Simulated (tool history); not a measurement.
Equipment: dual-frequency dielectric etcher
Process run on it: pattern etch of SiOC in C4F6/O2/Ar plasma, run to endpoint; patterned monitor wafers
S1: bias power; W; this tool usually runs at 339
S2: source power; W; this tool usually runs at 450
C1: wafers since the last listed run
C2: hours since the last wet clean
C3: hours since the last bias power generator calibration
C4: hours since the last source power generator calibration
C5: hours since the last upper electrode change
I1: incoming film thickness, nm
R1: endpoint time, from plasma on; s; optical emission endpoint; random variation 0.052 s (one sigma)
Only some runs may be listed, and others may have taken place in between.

| run | hour | S1 | S2 | C1 | C2 | C3 | C4 | C5 | I1 | R1 |
|---|---|---|---|---|---|---|---|---|---|---|
| 1 | 0 | 339 | 450 | 0 | 422.6 | 1346.2 | 2834.7 | 1820.5 | 35.98 | 13.7 |
| 2 | 7.1 | 339 | 450 | 84 | 429.7 | 1353.3 | 2841.8 | 1827.6 | 35.94 | 13.8 |
| 3 | 23.3 | 339 | 450 | 193 | 445.9 | 1369.5 | 2858 | 1843.8 | 36.38 | 13.9 |
| 4 | 37.5 | 339 | 480 | 169 | 460.1 | 1383.7 | 2872.2 | 1858 | 35.91 | 13.6 |
| 5 | 57.9 | 339 | 480 | 244 | 480.5 | 1404.1 | 2892.6 | 1878.4 | 36 | 13.6 |
| 6 | 67.3 | 339 | 480 | 112 | 489.9 | 1413.5 | 2902 | 1887.8 | 35.89 | 13.5 |
| 7 | 79.9 | 339 | 450 | 150 | 502.5 | 1426.1 | 2914.6 | 1900.4 | 36.13 | 13.8 |
| 8 | 89 | 339 | 450 | 108 | 511.6 | 1435.2 | 2923.7 | 1909.5 | 35.79 | 13.7 |
| 9 | 96.5 | 339 | 450 | 89 | 519.1 | 1442.7 | 2931.2 | 1917 | 36.26 | 13.8 |
| 10 | 108.4 | 339 | 450 | 142 | 531 | 1454.6 | 2943.1 | 1928.9 | 36.08 | 13.7 |
|  | 131.8 | bias power generator calibrated |
| 11 | 152 | 339 | 450 | 473 | 574.6 | 20.2 | 2986.7 | 1972.5 | 35.75 | 13.6 |
| 12 | 163.9 | 339 | 520 | 142 | 586.5 | 32.1 | 2998.6 | 1984.4 | 36.1 | 13.3 |
| 13 | 177.6 | 339 | 520 | 163 | 600.2 | 45.8 | 3012.3 | 1998.1 | 35.88 | 13.1 |
|  | 205.6 | upper electrode replaced |
| 14 | 206.1 | 263 | 380 | 53 | 628.7 | 74.3 | 3040.8 | 0.5 | 35.99 | 15.4 |

Run 15, settings as shown, results not yet in. Your forecast:
| 15 | 209.6 | 339 | 540 | 41 | 632.2 | 77.8 | 3044.3 | 4 | 36.1 | ? |

Run 15 produced R1 13.1 s.
With the hidden condition absent and the run-to-run variation left alone, this run would have shown R1 13.6 s.

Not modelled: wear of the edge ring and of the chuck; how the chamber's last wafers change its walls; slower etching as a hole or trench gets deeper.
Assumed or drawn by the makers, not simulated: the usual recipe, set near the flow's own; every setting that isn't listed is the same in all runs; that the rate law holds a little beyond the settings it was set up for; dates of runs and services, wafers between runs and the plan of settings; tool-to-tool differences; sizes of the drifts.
